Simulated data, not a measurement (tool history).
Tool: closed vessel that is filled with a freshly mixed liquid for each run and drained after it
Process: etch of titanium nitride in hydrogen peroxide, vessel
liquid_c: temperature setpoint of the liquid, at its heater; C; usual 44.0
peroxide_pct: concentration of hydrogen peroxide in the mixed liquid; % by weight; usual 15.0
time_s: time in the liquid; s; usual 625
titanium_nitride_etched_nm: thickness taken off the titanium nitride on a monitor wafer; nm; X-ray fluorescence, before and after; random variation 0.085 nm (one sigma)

run	day	liquid_c	peroxide_pct	time_s	read-back film thickness of the titanium nitride reference wafer, read on the same gauge (nm)	titanium_nitride_etched_nm
1	0.000	44.0	15.0	625	139.99	10.14
2	0.592	44.0	15.0	625	140.02	9.99
3	0.971	44.0	15.0	625	140.02	10.07
4	1.646	44.0	15.0	625	140.00	10.22
5	2.321	48.0	15.0	625	139.96	13.80
# day 2.517: thermometer replaced
# day 2.658: new drum of peroxide connected
6	3.017	44.0	15.0	445	140.03	7.23
7	3.371	44.0	15.0	445	140.00	7.17
8	3.775	44.0	15.0	445	139.98	7.18
# day 4.746: gauge calibrated
9	5.771	44.0	15.0	885	139.96	14.36
10	6.479	40.0	12.5	315	140.05	3.65
11	6.796	39.0	15.0	625	140.00	6.96
12	7.429	44.0	15.0	625	140.06	10.00
# day 7.675: peroxide flow meter replaced
13	7.717	40.5	15.0	980	140.07	12.26
14	8.433	44.0	15.0	625	139.96	10.16
15	9.146	54.0	14.0	435	140.04	14.27
16	9.458	44.0	15.0	415	140.03	6.79
17	10.179	44.0	15.0	625	140.03	10.05
18	10.862	44.0	15.0	625	139.99	10.15
19	11.250	50.0	15.0	750	140.04	18.74
20	11.638	53.0	12.0	1000	139.95	30.03
21	12.262	36.0	15.0	900	140.01	7.88
22	12.729	44.0	15.0	625	139.94	10.10
23	13.112	44.0	15.0	835	139.98	13.45
24	13.633	44.0	13.0	625	140.04	9.81
25	13.967	38.0	16.0	390	139.99	4.02
26	14.646	44.0	15.0	625	139.98	10.13
27	15.088	44.0	15.0	625	140.03	10.18
28	15.629	44.0	15.0	625	139.96	9.97
29	17.792	49.5	15.0	900	140.02	21.86
30	18.425	39.5	19.0	520	139.95	6.25

Forecast each of these 3 alternatives for the next run:
A	18.458	44.0	15.0	625	?	?
B	18.458	41.0	17.0	960	?	?
C	18.458	44.0	19.5	625	?	?

run	read-back film thickness of the titanium nitride reference wafer, read on the same gauge (nm)	titanium_nitride_etched_nm
A	139.95	10.10
B	139.95	12.69
C	139.95	10.68
Without the tool's hidden state the same runs would have given:
run	titanium_nitride_etched_nm
A	10.10
B	12.69
C	10.68

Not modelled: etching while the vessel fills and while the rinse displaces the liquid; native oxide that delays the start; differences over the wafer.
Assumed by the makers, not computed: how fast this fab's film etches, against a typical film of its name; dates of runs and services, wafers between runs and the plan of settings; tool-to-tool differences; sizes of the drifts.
